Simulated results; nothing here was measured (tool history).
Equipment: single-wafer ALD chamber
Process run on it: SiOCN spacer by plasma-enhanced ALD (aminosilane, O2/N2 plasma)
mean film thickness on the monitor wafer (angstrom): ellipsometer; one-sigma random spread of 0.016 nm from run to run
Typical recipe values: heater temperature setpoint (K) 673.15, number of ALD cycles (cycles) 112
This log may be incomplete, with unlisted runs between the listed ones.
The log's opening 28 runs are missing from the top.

| run | hour | heater temperature setpoint (K) | number of ALD cycles (cycles) | wafers since the last listed run | hours since the last thermocouple change | hours since the gauge calibration | read-back reference wafer on the same gauge, thickness_nm | mean film thickness on the monitor wafer (angstrom) |
|---|---|---|---|---|---|---|---|---|
| 29 | 824.9 | 665.15 | 98 | 31 | 280.2 | 70.2 | 7.16 | 56.56 |
| 30 | 843.5 | 687.15 | 102 | 31 | 298.8 | 88.8 | 7.152 | 56.93 |
| 31 | 878.9 | 662.15 | 90 | 60 | 334.2 | 124.2 | 7.153 | 52.04 |
| 32 | 917.5 | 660.15 | 98 | 65 | 372.8 | 162.8 | 7.148 | 56.6 |
| 33 | 944.8 | 681.15 | 132 | 46 | 400.1 | 190.1 | 7.137 | 74.4 |
| 34 | 970.5 | 688.15 | 129 | 43 | 425.8 | 215.8 | 7.137 | 71.39 |
| 35 | 983.1 | 686.15 | 92 | 21 | 438.4 | 228.4 | 7.132 | 51.26 |
| 36 | 1008.6 | 673.15 | 112 | 43 | 463.9 | 253.9 | 7.125 | 64.49 |
| 37 | 1026.4 | 664.15 | 123 | 30 | 481.7 | 271.7 | 7.117 | 71.01 |

3 options for the next run, each taken on its own from the tool as it stands now. Forecast them:
| A | 1027 | 673.15 | 112 | 1 | 482.3 | 272.3 | ? | ? |
| B | 1027 | 663.15 | 129 | 1 | 482.3 | 272.3 | ? | ? |
| C | 1027 | 686.15 | 112 | 1 | 482.3 | 272.3 | ? | ? |

| run | read-back reference wafer on the same gauge, thickness_nm | mean film thickness on the monitor wafer (angstrom) |
|---|---|---|
| A | 7.12 | 64.61 |
| B | 7.12 | 74.42 |
| C | 7.12 | 62.39 |
With no hidden state in the tool, these same runs would have given:
| run | mean film thickness on the monitor wafer (angstrom) |
|---|---|
| A | 65.02 |
| B | 74.89 |
| C | 62.79 |
